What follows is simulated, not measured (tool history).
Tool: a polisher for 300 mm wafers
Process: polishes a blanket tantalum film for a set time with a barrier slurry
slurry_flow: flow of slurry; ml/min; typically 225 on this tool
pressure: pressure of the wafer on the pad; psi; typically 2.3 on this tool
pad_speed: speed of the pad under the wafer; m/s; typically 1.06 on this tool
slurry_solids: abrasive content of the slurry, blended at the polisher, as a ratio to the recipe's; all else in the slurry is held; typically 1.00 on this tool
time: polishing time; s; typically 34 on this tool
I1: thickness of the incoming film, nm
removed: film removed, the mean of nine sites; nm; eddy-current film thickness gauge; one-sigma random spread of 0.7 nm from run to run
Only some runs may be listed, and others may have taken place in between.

{"run": 1, "hour": 0.0, "slurry_flow": 225, "pressure": 2.3, "pad_speed": 1.06, "slurry_solids": 1.0, "time": 34, "I1": 407.8, "removed": 65.1}
{"run": 2, "hour": 6.9, "slurry_flow": 260, "pressure": 2.3, "pad_speed": 1.06, "slurry_solids": 1.0, "time": 34, "I1": 410.1, "removed": 66.1}
{"run": 3, "hour": 14.9, "slurry_flow": 225, "pressure": 2.3, "pad_speed": 1.06, "slurry_solids": 1.0, "time": 34, "I1": 411.6, "removed": 64.0}
{"run": 4, "hour": 23.8, "slurry_flow": 225, "pressure": 2.3, "pad_speed": 1.06, "slurry_solids": 1.0, "time": 34, "I1": 409.3, "removed": 63.3}
{"run": 5, "hour": 33.0, "slurry_flow": 225, "pressure": 2.3, "pad_speed": 1.06, "slurry_solids": 1.0, "time": 34, "I1": 409.8, "removed": 63.5}
{"run": 6, "hour": 45.1, "slurry_flow": 165, "pressure": 2.3, "pad_speed": 1.06, "slurry_solids": 1.0, "time": 34, "I1": 404.3, "removed": 58.7}
{"run": 7, "hour": 57.6, "slurry_flow": 165, "pressure": 2.3, "pad_speed": 1.06, "slurry_solids": 1.0, "time": 34, "I1": 411.0, "removed": 58.9}
{"run": 8, "hour": 67.7, "slurry_flow": 225, "pressure": 2.3, "pad_speed": 1.06, "slurry_solids": 1.0, "time": 34, "I1": 415.6, "removed": 61.8}
{"run": 9, "hour": 85.5, "slurry_flow": 225, "pressure": 2.3, "pad_speed": 1.36, "slurry_solids": 1.0, "time": 34, "I1": 409.7, "removed": 76.3}
{"hour": 97.4, "done": "worn pad replaced by a new one"}
{"run": 10, "hour": 99.4, "slurry_flow": 275, "pressure": 1.7, "pad_speed": 0.96, "slurry_solids": 0.8, "time": 34, "I1": 408.6, "removed": 46.7}
{"hour": 102.2, "done": "head pressure recalibrated"}
{"hour": 102.4, "done": "slurry nozzle cleaned"}
{"run": 11, "hour": 112.8, "slurry_flow": 225, "pressure": 2.3, "pad_speed": 1.06, "slurry_solids": 1.0, "time": 34, "I1": 409.3, "removed": 67.2}
{"run": 12, "hour": 121.1, "slurry_flow": 295, "pressure": 3.1, "pad_speed": 1.06, "slurry_solids": 1.2, "time": 27, "I1": 404.3, "removed": 73.6}
{"run": 13, "hour": 133.0, "slurry_flow": 225, "pressure": 1.7, "pad_speed": 1.06, "slurry_solids": 1.2, "time": 34, "I1": 406.2, "removed": 54.6}
{"hour": 138.9, "done": "slurry blender recalibrated"}
{"run": 14, "hour": 141.2, "slurry_flow": 165, "pressure": 2.3, "pad_speed": 1.06, "slurry_solids": 1.0, "time": 34, "I1": 405.5, "removed": 63.3}
{"run": 15, "hour": 147.8, "slurry_flow": 225, "pressure": 1.6, "pad_speed": 1.06, "slurry_solids": 1.1, "time": 34, "I1": 417.6, "removed": 50.8}
{"run": 16, "hour": 159.7, "slurry_flow": 225, "pressure": 2.3, "pad_speed": 0.7, "slurry_solids": 1.0, "time": 43, "I1": 410.9, "removed": 59.1}
{"hour": 216.1, "done": "worn pad replaced by a new one"}
{"run": 17, "hour": 216.6, "slurry_flow": 180, "pressure": 1.8, "pad_speed": 1.3, "slurry_solids": 0.85, "time": 34, "I1": 407.7, "removed": 64.6}
{"run": 18, "hour": 240.5, "slurry_flow": 225, "pressure": 1.6, "pad_speed": 1.06, "slurry_solids": 1.1, "time": 34, "I1": 411.1, "removed": 50.8}
{"run": 19, "hour": 272.2, "slurry_flow": 225, "pressure": 2.3, "pad_speed": 1.28, "slurry_solids": 1.0, "time": 34, "I1": 407.4, "removed": 76.8}

What if the next run were any one of these 3? Each begins from the tool's condition after run 19:
{"run": "A", "hour": 272.6, "slurry_flow": 225, "pressure": 2.3, "pad_speed": 1.06, "slurry_solids": 1.0, "time": 34, "I1": 410.2, "removed": "?"}
{"run": "B", "hour": 272.6, "slurry_flow": 225, "pressure": 2.3, "pad_speed": 1.18, "slurry_solids": 1.25, "time": 29, "I1": 410.2, "removed": "?"}
{"run": "C", "hour": 272.6, "slurry_flow": 225, "pressure": 2.3, "pad_speed": 1.06, "slurry_solids": 1.2, "time": 34, "I1": 410.2, "removed": "?"}

run=A removed=65.7
run=B removed=64.1
run=C removed=68.1
Take away the tool's hidden state, keep each run's random variation, and the runs would have read:
run=A removed=71.9
run=B removed=70.1
run=C removed=74.5
